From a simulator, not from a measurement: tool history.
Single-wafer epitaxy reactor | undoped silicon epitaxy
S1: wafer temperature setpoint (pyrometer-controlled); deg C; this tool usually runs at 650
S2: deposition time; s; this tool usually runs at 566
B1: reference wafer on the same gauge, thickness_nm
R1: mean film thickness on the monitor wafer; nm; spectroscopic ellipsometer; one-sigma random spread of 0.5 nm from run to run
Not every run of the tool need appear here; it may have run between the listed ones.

run    hour   S1   S2      B1       R1
  1       0  650  566  97.774   97.997
  2    64.9  650  566  97.902   98.968
  3   105.5  650  566  97.906   98.637
  4   162.8  650  566  97.889   98.814
  5   188.2  650  566  97.917   98.969
  6   236.9  650  566   97.92   97.597
  7   323.3  650  566  98.026   99.108
  8   483.4  650  497  97.823   87.285
      510.2  -- pyrometer calibrated
  9     533  650  566  97.818   98.729
 10   600.6  650  566   97.93   98.886
 11   636.2  650  566  97.921   98.714
 12   772.4  650  566  98.087   99.169
 13   796.5  650  566  97.908   98.977
 14   831.4  645  604  97.619   94.918
 15     863  657  515  97.855  104.197
 16     899  662  637  97.816  144.081
 17   950.8  662  637  97.921  142.443
 18  1021.3  659  630  97.993  132.484
     1061.7  -- gauge calibrated
 19  1089.7  650  566  98.011   98.552
 20  1122.3  650  566   97.89   98.575
 21  1181.2  650  503  97.959   88.384
 22  1352.2  662  637  97.929  143.073
 23  1397.8  638  474  97.986   63.889
 24  1444.5  650  566  97.903   98.679
 25  1493.2  639  654  98.157   90.144
 26  1533.8  650  488  97.852   84.835
 27  1600.9  636  602  97.756   77.845

Each row is a separate what-if for the run after 27, all from the same tool condition, not one after another. Results?
  A  1601.5  650  566   ?   ?
  B  1601.5  646  566   ?   ?
  C  1601.5  656  566   ?   ?

run      B1       R1
  A  98.013   99.249
  B  98.013   91.138
  C  98.013  112.638
Without the tool's hidden state the same runs would have given:
run       R1
  A   99.249
  B   91.138
  C  112.638

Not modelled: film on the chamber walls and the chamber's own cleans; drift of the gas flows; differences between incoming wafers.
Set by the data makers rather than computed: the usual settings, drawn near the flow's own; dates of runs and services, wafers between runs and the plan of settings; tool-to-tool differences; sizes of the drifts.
